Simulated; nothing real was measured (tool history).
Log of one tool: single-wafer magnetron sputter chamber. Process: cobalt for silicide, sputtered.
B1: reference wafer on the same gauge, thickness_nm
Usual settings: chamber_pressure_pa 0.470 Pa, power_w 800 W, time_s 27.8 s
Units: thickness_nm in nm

run 1 hour=0.0 | chamber_pressure_pa=0.470 power_w=800 time_s=27.8 | B1=11.650 | thickness_nm=10.380
run 2 hour=23.3 | chamber_pressure_pa=0.470 power_w=800 time_s=25.6 | B1=11.655 | thickness_nm=9.545
run 3 hour=43.3 | chamber_pressure_pa=0.470 power_w=800 time_s=25.6 | B1=11.625 | thickness_nm=9.564
run 4 hour=69.7 | chamber_pressure_pa=0.470 power_w=800 time_s=27.8 | B1=11.620 | thickness_nm=10.265
run 5 hour=101.7 | chamber_pressure_pa=0.470 power_w=800 time_s=29.2 | B1=11.610 | thickness_nm=10.858
run 6 hour=128.0 | chamber_pressure_pa=0.470 power_w=800 time_s=27.8 | B1=11.600 | thickness_nm=10.283
-- hour=140.2 magnet pack replaced
run 7 hour=153.2 | chamber_pressure_pa=0.470 power_w=800 time_s=27.8 | B1=11.597 | thickness_nm=10.314
run 8 hour=172.6 | chamber_pressure_pa=0.470 power_w=800 time_s=27.8 | B1=11.589 | thickness_nm=10.300
run 9 hour=190.8 | chamber_pressure_pa=0.470 power_w=800 time_s=27.8 | B1=11.564 | thickness_nm=10.276
-- hour=207.3 sputter target and shields replaced
run 10 hour=213.8 | chamber_pressure_pa=0.470 power_w=800 time_s=27.8 | B1=11.564 | thickness_nm=10.211
-- hour=222.9 gauge calibrated
run 11 hour=248.3 | chamber_pressure_pa=0.470 power_w=800 time_s=27.8 | B1=11.733 | thickness_nm=10.464
run 12 hour=260.5 | chamber_pressure_pa=0.470 power_w=800 time_s=27.8 | B1=11.739 | thickness_nm=10.407
run 13 hour=291.3 | chamber_pressure_pa=0.470 power_w=800 time_s=27.8 | B1=11.729 | thickness_nm=10.418
run 14 hour=326.0 | chamber_pressure_pa=0.470 power_w=800 time_s=27.8 | B1=11.725 | thickness_nm=10.402
run 15 hour=340.4 | chamber_pressure_pa=0.470 power_w=950 time_s=27.8 | B1=11.714 | thickness_nm=12.367
run 16 hour=355.1 | chamber_pressure_pa=0.470 power_w=800 time_s=27.8 | B1=11.700 | thickness_nm=10.316
-- hour=376.8 sputter target and shields replaced
run 17 hour=378.7 | chamber_pressure_pa=0.470 power_w=950 time_s=24.6 | B1=11.683 | thickness_nm=10.900
-- hour=400.6 capacitance manometer re-zeroed and calibrated
run 18 hour=401.1 | chamber_pressure_pa=0.470 power_w=800 time_s=22.4 | B1=11.686 | thickness_nm=8.316
run 19 hour=427.7 | chamber_pressure_pa=0.568 power_w=800 time_s=30.2 | B1=11.671 | thickness_nm=10.922
run 20 hour=443.0 | chamber_pressure_pa=0.470 power_w=800 time_s=27.8 | B1=11.663 | thickness_nm=10.394
run 21 hour=477.2 | chamber_pressure_pa=0.470 power_w=800 time_s=27.8 | B1=11.654 | thickness_nm=10.347
run 22 hour=499.1 | chamber_pressure_pa=0.470 power_w=700 time_s=24.7 | B1=11.658 | thickness_nm=8.044
run 23 hour=512.2 | chamber_pressure_pa=0.305 power_w=650 time_s=31.9 | B1=11.632 | thickness_nm=10.187
run 24 hour=526.4 | chamber_pressure_pa=0.470 power_w=800 time_s=27.8 | B1=11.645 | thickness_nm=10.285
-- hour=558.5 sputter target and shields replaced
run 25 hour=576.5 | chamber_pressure_pa=0.656 power_w=650 time_s=26.2 | B1=11.622 | thickness_nm=7.463
run 26 hour=600.9 | chamber_pressure_pa=0.470 power_w=800 time_s=27.8 | B1=11.602 | thickness_nm=10.241
run 27 hour=631.1 | chamber_pressure_pa=0.282 power_w=950 time_s=29.4 | B1=11.571 | thickness_nm=13.670
run 28 hour=645.1 | chamber_pressure_pa=0.332 power_w=800 time_s=30.5 | B1=11.578 | thickness_nm=11.739
run 29 hour=669.9 | chamber_pressure_pa=0.470 power_w=800 time_s=22.9 | B1=11.569 | thickness_nm=8.466
run 30 hour=691.4 | chamber_pressure_pa=0.637 power_w=700 time_s=32.3 | B1=11.563 | thickness_nm=9.882
run 31 hour=709.1 | chamber_pressure_pa=0.470 power_w=800 time_s=27.8 | B1=11.558 | thickness_nm=10.304
-- hour=740.4 sputter target and shields replaced
run 32 hour=741.1 | chamber_pressure_pa=0.470 power_w=950 time_s=24.6 | B1=11.540 | thickness_nm=10.738
run 33 hour=774.9 | chamber_pressure_pa=0.470 power_w=700 time_s=23.5 | B1=11.533 | thickness_nm=7.549
run 34 hour=789.2 | chamber_pressure_pa=0.470 power_w=600 time_s=27.8 | B1=11.522 | thickness_nm=7.710

Forecast each of these 5 alternatives for the next run:
run A hour=789.6 | chamber_pressure_pa=0.470 power_w=800 time_s=27.8 | B1=? | thickness_nm=?
run B hour=789.6 | chamber_pressure_pa=0.648 power_w=950 time_s=29.5 | B1=? | thickness_nm=?
run C hour=789.6 | chamber_pressure_pa=0.528 power_w=700 time_s=27.8 | B1=? | thickness_nm=?
run D hour=789.6 | chamber_pressure_pa=0.470 power_w=1000 time_s=27.8 | B1=? | thickness_nm=?
run E hour=789.6 | chamber_pressure_pa=0.470 power_w=650 time_s=22.5 | B1=? | thickness_nm=?

run=A B1=11.521 thickness_nm=10.237
run=B B1=11.521 thickness_nm=12.231
run=C B1=11.521 thickness_nm=8.802
run=D B1=11.521 thickness_nm=12.796
run=E B1=11.521 thickness_nm=6.732
Without the tool's hidden state the same runs would have given:
run=A thickness_nm=10.481
run=B thickness_nm=12.523
run=C thickness_nm=9.012
run=D thickness_nm=13.101
run=E thickness_nm=6.892

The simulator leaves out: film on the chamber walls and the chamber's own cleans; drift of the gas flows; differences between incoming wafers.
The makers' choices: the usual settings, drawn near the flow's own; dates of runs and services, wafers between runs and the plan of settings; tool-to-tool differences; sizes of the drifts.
